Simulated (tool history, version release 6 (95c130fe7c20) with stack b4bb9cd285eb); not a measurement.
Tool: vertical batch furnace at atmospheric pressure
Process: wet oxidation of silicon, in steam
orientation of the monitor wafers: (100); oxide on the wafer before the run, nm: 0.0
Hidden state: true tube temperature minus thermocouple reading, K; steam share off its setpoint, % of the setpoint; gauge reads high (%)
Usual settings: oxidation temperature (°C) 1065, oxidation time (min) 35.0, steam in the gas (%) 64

run,hour,oxidation temperature (°C),oxidation time (min),steam in the gas (%),wafers since the last listed run,hours since the last temperature calibration,hours since the steam generator was serviced,hours since the gauge calibration,"read-back reference wafer on the same gauge, thickness",oxide thickness on the monitor wafer (angstrom)
1,0.0,1065,42.5,64,0,1511.8,1294.1,1365.9,277.86,3775.2
2,38.7,1065,42.5,64,1018,1550.5,1332.8,1404.6,278.16,3792.9
3,122.1,1065,42.5,64,2194,1633.9,1416.2,1488.0,278.10,3796.7
4,210.6,1056,35.0,64,2328,1722.4,1504.7,1576.5,277.96,3166.4
5,290.0,1056,35.0,64,2088,1801.8,1584.1,1655.9,277.83,3138.9
# hour 385.0: steam generator serviced
6,385.5,1065,39.0,55,1881,1897.3,0.5,1751.4,277.85,3323.3
7,456.7,1065,35.0,64,1873,1968.5,71.7,1822.6,277.99,3431.3
8,506.9,1065,35.0,64,1320,2018.7,121.9,1872.8,278.02,3418.5
9,559.9,1065,35.0,64,1394,2071.7,174.9,1925.8,277.84,3412.9
10,660.8,1065,35.0,64,2654,2172.6,275.8,2026.7,277.46,3422.0
# hour 736.4: gauge calibrated
11,755.1,1065,35.0,64,2480,2266.9,370.1,18.7,278.20,3437.1
12,855.7,1065,35.0,64,2646,2367.5,470.7,119.3,277.91,3452.4
# hour 924.7: thermocouples replaced and temperature profile calibrated
13,954.0,1065,35.0,64,1954,29.3,569.0,217.6,277.86,3324.7
14,1032.3,1065,35.0,64,2059,107.6,647.3,295.9,277.89,3329.6
15,1119.1,1052,47.5,64,2283,194.4,734.1,382.7,277.67,3715.3
16,1206.2,1065,35.0,64,2291,281.5,821.2,469.8,278.34,3357.2
17,1256.7,1065,35.0,70,1328,332.0,871.7,520.3,277.84,3563.3
18,1344.4,1089,35.0,76,2307,419.7,959.4,608.0,278.04,4223.2
19,1429.9,1065,20.5,64,2249,505.2,1044.9,693.5,277.97,2338.2
20,1507.4,1050,46.0,75,2038,582.7,1122.4,771.0,277.90,3976.1
# hour 1659.1: steam generator serviced
21,1771.1,1055,23.0,54,6306,846.4,112.0,1034.7,277.98,2108.6
22,1814.6,1086,35.0,55,1144,889.9,155.5,1078.2,277.57,3446.4
23,1864.9,1065,35.0,64,1323,940.2,205.8,1128.5,277.98,3345.3
24,1911.9,1065,35.0,64,1236,987.2,252.8,1175.5,278.06,3339.2
25,2018.0,1056,35.0,64,2791,1093.3,358.9,1281.6,278.59,3187.6
26,2089.8,1065,35.0,64,1888,1165.1,430.7,1353.4,278.26,3380.1
27,2153.9,1055,23.0,54,1686,1229.2,494.8,1417.5,277.87,2130.5
28,2193.9,1052,48.5,69,1052,1269.2,534.8,1457.5,277.91,4030.7

3 ways to go on from here, each from the tool as it stands after run 28. What would each give?
A,2197.4,1065,49.0,64,92,1272.7,538.3,1461.0,?,?
B,2197.4,1081,19.0,73,92,1272.7,538.3,1461.0,?,?
C,2197.4,1044,49.5,74,92,1272.7,538.3,1461.0,?,?

run,"read-back reference wafer on the same gauge, thickness",oxide thickness on the monitor wafer (angstrom)
A,277.89,4153.9
B,277.89,2727.1
C,277.89,4059.2
Without the tool's hidden state the same runs would have given:
run,oxide thickness on the monitor wafer (angstrom)
A,4146.0
B,2721.0
C,4049.7
